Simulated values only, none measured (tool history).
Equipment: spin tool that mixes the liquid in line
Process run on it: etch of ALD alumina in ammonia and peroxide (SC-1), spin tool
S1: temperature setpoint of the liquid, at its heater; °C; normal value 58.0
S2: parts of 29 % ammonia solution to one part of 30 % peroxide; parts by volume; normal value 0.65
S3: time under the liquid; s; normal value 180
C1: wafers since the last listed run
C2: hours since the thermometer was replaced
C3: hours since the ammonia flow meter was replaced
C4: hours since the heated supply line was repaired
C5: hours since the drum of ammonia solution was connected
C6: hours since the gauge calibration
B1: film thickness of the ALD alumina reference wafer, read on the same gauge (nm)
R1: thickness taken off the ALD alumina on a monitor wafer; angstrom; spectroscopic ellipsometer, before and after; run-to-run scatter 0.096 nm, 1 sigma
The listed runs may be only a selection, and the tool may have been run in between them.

run 1 hour=0.0 | S1=58.0 S2=0.65 S3=125 | C1=0 C2=2389.0 C3=1288.0 C4=1168.6 C5=1031.6 C6=111.9 | B1=69.99 | R1=70.9
run 2 hour=17.3 | S1=58.0 S2=0.65 S3=125 | C1=72 C2=2406.3 C3=1305.3 C4=1185.9 C5=1048.9 C6=129.2 | B1=70.01 | R1=71.0
run 3 hour=23.5 | S1=58.0 S2=0.65 S3=125 | C1=25 C2=2412.5 C3=1311.5 C4=1192.1 C5=1055.1 C6=135.4 | B1=70.00 | R1=70.2
run 4 hour=36.8 | S1=58.0 S2=0.65 S3=180 | C1=55 C2=2425.8 C3=1324.8 C4=1205.4 C5=1068.4 C6=148.7 | B1=70.01 | R1=102.4
run 5 hour=47.1 | S1=58.0 S2=0.65 S3=180 | C1=43 C2=2436.1 C3=1335.1 C4=1215.7 C5=1078.7 C6=159.0 | B1=70.01 | R1=101.3
run 6 hour=62.3 | S1=58.0 S2=0.65 S3=180 | C1=63 C2=2451.3 C3=1350.3 C4=1230.9 C5=1093.9 C6=174.2 | B1=70.00 | R1=101.2
run 7 hour=74.6 | S1=58.0 S2=0.65 S3=180 | C1=51 C2=2463.6 C3=1362.6 C4=1243.2 C5=1106.2 C6=186.5 | B1=70.01 | R1=102.3
-- hour=84.4 gauge calibrated
-- hour=87.6 thermometer replaced
run 8 hour=88.0 | S1=58.0 S2=0.65 S3=180 | C1=51 C2=0.4 C3=1376.0 C4=1256.6 C5=1119.6 C6=3.6 | B1=70.01 | R1=103.6
run 9 hour=100.7 | S1=58.0 S2=0.75 S3=180 | C1=53 C2=13.1 C3=1388.7 C4=1269.3 C5=1132.3 C6=16.3 | B1=70.01 | R1=102.5
-- hour=114.1 new drum of ammonia solution connected
run 10 hour=114.8 | S1=67.5 S2=0.90 S3=80 | C1=54 C2=27.2 C3=1402.8 C4=1283.4 C5=0.7 C6=30.4 | B1=70.01 | R1=75.9
-- hour=118.9 heated supply line repaired
run 11 hour=124.3 | S1=58.0 S2=0.65 S3=180 | C1=35 C2=36.7 C3=1412.3 C4=5.4 C5=10.2 C6=39.9 | B1=70.00 | R1=102.6
-- hour=126.8 ammonia flow meter replaced
run 12 hour=134.8 | S1=62.5 S2=0.80 S3=110 | C1=39 C2=47.2 C3=8.0 C4=15.9 C5=20.7 C6=50.4 | B1=70.01 | R1=81.4
run 13 hour=145.0 | S1=48.5 S2=0.55 S3=145 | C1=42 C2=57.4 C3=18.2 C4=26.1 C5=30.9 C6=60.6 | B1=70.01 | R1=48.8
run 14 hour=157.5 | S1=58.0 S2=0.65 S3=180 | C1=52 C2=69.9 C3=30.7 C4=38.6 C5=43.4 C6=73.1 | B1=70.01 | R1=103.4
run 15 hour=173.3 | S1=63.5 S2=0.40 S3=280 | C1=66 C2=85.7 C3=46.5 C4=54.4 C5=59.2 C6=88.9 | B1=70.01 | R1=198.1
run 16 hour=185.1 | S1=58.0 S2=0.40 S3=180 | C1=49 C2=97.5 C3=58.3 C4=66.2 C5=71.0 C6=100.7 | B1=69.99 | R1=95.7
run 17 hour=195.6 | S1=58.0 S2=0.80 S3=280 | C1=43 C2=108.0 C3=68.8 C4=76.7 C5=81.5 C6=111.2 | B1=69.99 | R1=162.9
run 18 hour=206.4 | S1=58.0 S2=0.75 S3=210 | C1=45 C2=118.8 C3=79.6 C4=87.5 C5=92.3 C6=122.0 | B1=70.01 | R1=121.7

Forecast each of these 3 alternatives for the next run:
run A hour=206.9 | S1=55.5 S2=0.65 S3=180 | C1=2 C2=119.3 C3=80.1 C4=88.0 C5=92.8 C6=122.5 | B1=? | R1=?
run B hour=206.9 | S1=64.5 S2=0.45 S3=145 | C1=2 C2=119.3 C3=80.1 C4=88.0 C5=92.8 C6=122.5 | B1=? | R1=?
run C hour=206.9 | S1=58.0 S2=0.95 S3=180 | C1=2 C2=119.3 C3=80.1 C4=88.0 C5=92.8 C6=122.5 | B1=? | R1=?

run=A B1=69.99 R1=89.1
run=B B1=69.99 R1=110.0
run=C B1=69.99 R1=105.3
With no hidden state in the tool, these same runs would have given:
run=A R1=89.1
run=B R1=110.0
run=C R1=105.3

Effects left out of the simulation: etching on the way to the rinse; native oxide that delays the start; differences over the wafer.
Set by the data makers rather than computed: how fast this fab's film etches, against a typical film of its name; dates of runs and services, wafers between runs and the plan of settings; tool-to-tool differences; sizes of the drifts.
